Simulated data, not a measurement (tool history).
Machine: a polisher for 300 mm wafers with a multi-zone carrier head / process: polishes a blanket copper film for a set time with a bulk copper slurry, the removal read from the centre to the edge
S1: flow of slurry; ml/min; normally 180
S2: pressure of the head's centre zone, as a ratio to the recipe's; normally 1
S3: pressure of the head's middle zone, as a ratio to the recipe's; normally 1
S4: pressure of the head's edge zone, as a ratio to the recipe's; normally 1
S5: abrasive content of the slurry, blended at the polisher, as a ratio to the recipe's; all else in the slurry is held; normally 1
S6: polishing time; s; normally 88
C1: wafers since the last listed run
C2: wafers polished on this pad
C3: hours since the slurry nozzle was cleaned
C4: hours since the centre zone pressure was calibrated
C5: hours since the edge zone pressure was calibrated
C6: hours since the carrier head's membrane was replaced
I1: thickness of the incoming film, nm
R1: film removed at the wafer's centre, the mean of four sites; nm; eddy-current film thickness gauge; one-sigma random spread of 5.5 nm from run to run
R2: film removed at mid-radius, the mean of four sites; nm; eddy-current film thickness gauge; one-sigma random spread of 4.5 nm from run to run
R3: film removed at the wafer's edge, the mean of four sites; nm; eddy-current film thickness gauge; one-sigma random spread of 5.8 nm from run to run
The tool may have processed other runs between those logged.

run     day   S1    S2    S3    S4    S5   S6    C1    C2     C3     C4     C5     C6      I1     R1     R2     R3
  1       0  180     1     1     1     1   88     0   387  715.2  378.3  376.8  491.7  3546.5  579.4  598.1  646.4
      0.954  -- slurry nozzle cleaned
  2   2.921  180     1     1     1     1   88   657  1045   47.2  448.4  446.9  561.8  3568.6  615.3  643.3  655.9
  3   5.021  180     1     1     1     1   88   479  1524   97.6  498.8  497.3  612.2  3633.3  614.9  637.4  653.1
      6.296  -- worn pad replaced by a new one
  4   7.762  180     1     1     1     1   88   588   334  163.4  564.6  563.1    678  3528.8  592.1  632.1  646.7
  5   9.229  180     1     1     1     1   88   335   670  198.6  599.8  598.3  713.2  3567.7  600.8  625.9  652.7
      9.867  -- edge zone pressure recalibrated
  6  11.567  180     1     1     1     1   88   514  1185  254.7  655.9   40.8  769.3  3562.1  594.3  625.5  656.2
     14.396  -- worn pad replaced by a new one
  7  14.417  180     1     1     1     1   88   613     4  323.1  724.3  109.2  837.7  3545.4  588.3  614.6    646
     14.583  -- centre zone pressure recalibrated
  8  15.438  180     1  1.04     1     1  109   214   218  347.6   20.5  133.7  862.2  3526.6  787.3  779.5  797.2
  9  16.517  200     1  1.09     1     1   88   246   465  373.5   46.4  159.6  888.1  3568.8  627.4  660.5    658
 10  22.054  200     1  1.09     1     1   88  1265  1730  506.4  179.3  292.5   1021  3564.3  605.1  637.9  644.7
     23.979  -- worn pad replaced by a new one
     25.246  -- carrier head's membrane replaced by a new one
 11  27.254  180     1     1     1  1.25   88  1102   700  631.2  304.1  417.3   48.2  3554.5  578.5  606.5  645.2
     28.621  -- slurry nozzle cleaned
 12  29.133  180     1     1     1     1   88   419  1120   12.3  349.2  462.4   93.3  3604.2  633.4  652.3  671.8
 13  32.421  180     1     1     1     1   88   751  1871   91.2  428.1  541.3  172.2  3543.5  618.6  647.2  660.6
 14  34.021  220   0.9     1     1  1.25   88   365  2236  129.6  466.5  579.7  210.6  3537.5  606.5  683.2  705.5
     34.317  -- worn pad replaced by a new one
     34.329  -- edge zone pressure recalibrated
 15  36.704  180     1  0.92     1     1   88   572   542    194  530.9     57    275  3514.5    603  617.2  662.5
 16  38.621  135  0.95  1.06     1     1   88   437   980    240  576.9    103    321  3514.1  549.5  630.2  645.9
 17  40.242  115     1     1     1     1   88   370  1351  278.9  615.8  141.9  359.9  3584.8  543.6  590.2  630.4
 18  41.462  180     1     1  1.05   1.1  104   278  1629  308.2  645.1  171.2  389.2  3573.9  713.3  760.2  812.9
     44.204  -- worn pad replaced by a new one
 19  44.458  180  0.95   1.1     1     1   88   646    58  380.1    717  243.1  461.1  3516.3  569.1  654.4  645.7
 20    45.5  180  0.95     1     1     1   98   237   296  405.1    742  268.1  486.1  3605.1  638.3  701.8  723.2

Predict each of these 5 candidate next runs independently; none follows another, all start after run 20:
  A  45.521  180   1     1     1    1  88   4  300  405.6  742.5  268.6  486.6  3605.7   ?   ?   ?
  B  45.521  150   1  0.88  1.05    1  75   4  300  405.6  742.5  268.6  486.6  3605.7   ?   ?   ?
  C  45.521  135   1     1     1  0.7  88   4  300  405.6  742.5  268.6  486.6  3605.7   ?   ?   ?
  D  45.521  200   1     1     1    1  69   4  300  405.6  742.5  268.6  486.6  3605.7   ?   ?   ?
  E  45.521  180   1     1     1  0.8  88   4  300  405.6  742.5  268.6  486.6  3605.7   ?   ?   ?

run     R1     R2     R3
  A  586.2    629  655.2
  B  481.8  490.1  559.8
  C  528.6  571.1    604
  D  468.4  501.5    520
  E  569.3  610.8  636.3
With no hidden state in the tool, these same runs would have given:
run     R1     R2     R3
  A  668.8  656.3  675.9
  B    554  514.7  579.8
  C  610.6  602.1  627.1
  D  532.3  521.5  535.2
  E  649.5  637.4  656.4
